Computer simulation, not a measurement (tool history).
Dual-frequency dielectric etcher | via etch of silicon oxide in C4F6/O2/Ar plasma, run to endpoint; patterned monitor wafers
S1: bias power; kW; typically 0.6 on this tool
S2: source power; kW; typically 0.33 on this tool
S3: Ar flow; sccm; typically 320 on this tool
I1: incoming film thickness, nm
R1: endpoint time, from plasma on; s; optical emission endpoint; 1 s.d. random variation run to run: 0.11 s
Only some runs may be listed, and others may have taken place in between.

run,hour,S1,S2,S3,I1,R1
1,0,0.6,0.33,320,99.2,23
2,64.6,0.6,0.33,320,99.7,23.2
3,94.5,0.6,0.33,349,99.8,23
4,160.6,0.6,0.33,349,99.9,22.8
5,203.2,0.487,0.33,320,98.6,24.6
6,243,0.487,0.33,320,98.9,24.4
7,289.8,0.487,0.33,320,97.9,24.9
8,332.5,0.6,0.33,320,99.6,22.8
9,393.5,0.6,0.33,320,97.6,22.4
10,441.3,0.6,0.33,320,98.9,22.5
11,488.9,0.6,0.33,320,98.7,22.4
12,538.2,0.6,0.33,320,98.5,22.3
13,584.6,0.551,0.33,320,98.9,23.3
14,629.1,0.562,0.33,351,99.4,24.1
15,651.6,0.719,0.28,375,99.9,23.1
16,706.2,0.669,0.41,320,99.7,20.5
17,765.5,0.562,0.33,351,97.2,23.3
18,829.8,0.6,0.33,247,98.9,22.3
19,869.1,0.6,0.36,397,99.1,22.7
20,1063.9,0.6,0.33,245,99.6,22.4
21,1114.4,0.641,0.38,250,98.9,20.8
22,1160.3,0.6,0.33,398,98.5,23
23,1225,0.669,0.41,320,99,20.2
24,1282.1,0.668,0.33,289,97.9,20.7
25,1331.4,0.724,0.26,272,99.3,20.4

Between the runs listed above, the log contained 7 entries, not reproduced here. Where in the sequence does each belong, and how does what the log doesn't record of the tool's condition differ from the listed run before to the listed run after?
In the gap between runs 6 and 7: wet clean of the chamber (hour 289.3)
  etch rate over this chamber's usual, %: 2.53 -> 0.206
  measured less the result without the state, R1: -0.6 -> -0.1 s
In the gap between runs 13 and 14: wet clean of the chamber (hour 628.6)
  etch rate over this chamber's usual, %: 2.97 -> -0.536
  measured less the result without the state, R1: -0.7 -> +0.1 s
In the gap between runs 16 and 17: bias power generator calibrated (hour 765)
  etch rate over this chamber's usual, %: 0.188 -> 0.745
  measured less the result without the state, R1: +0 -> -0.2 s
In the gap between runs 17 and 18: upper electrode replaced, of another model than before (hour 827.9); Ar flow controller replaced (hour 829.3)
  etch rate over this chamber's usual, %: 0.745 -> 1.35
  measured less the result without the state, R1: -0.2 -> -0.3 s
In the gap between runs 19 and 20: source power generator calibrated (hour 981.8); wet clean of the chamber (hour 1002.1)
  etch rate over this chamber's usual, %: 1.72 -> 0.322
  measured less the result without the state, R1: -0.4 -> -0.1 s
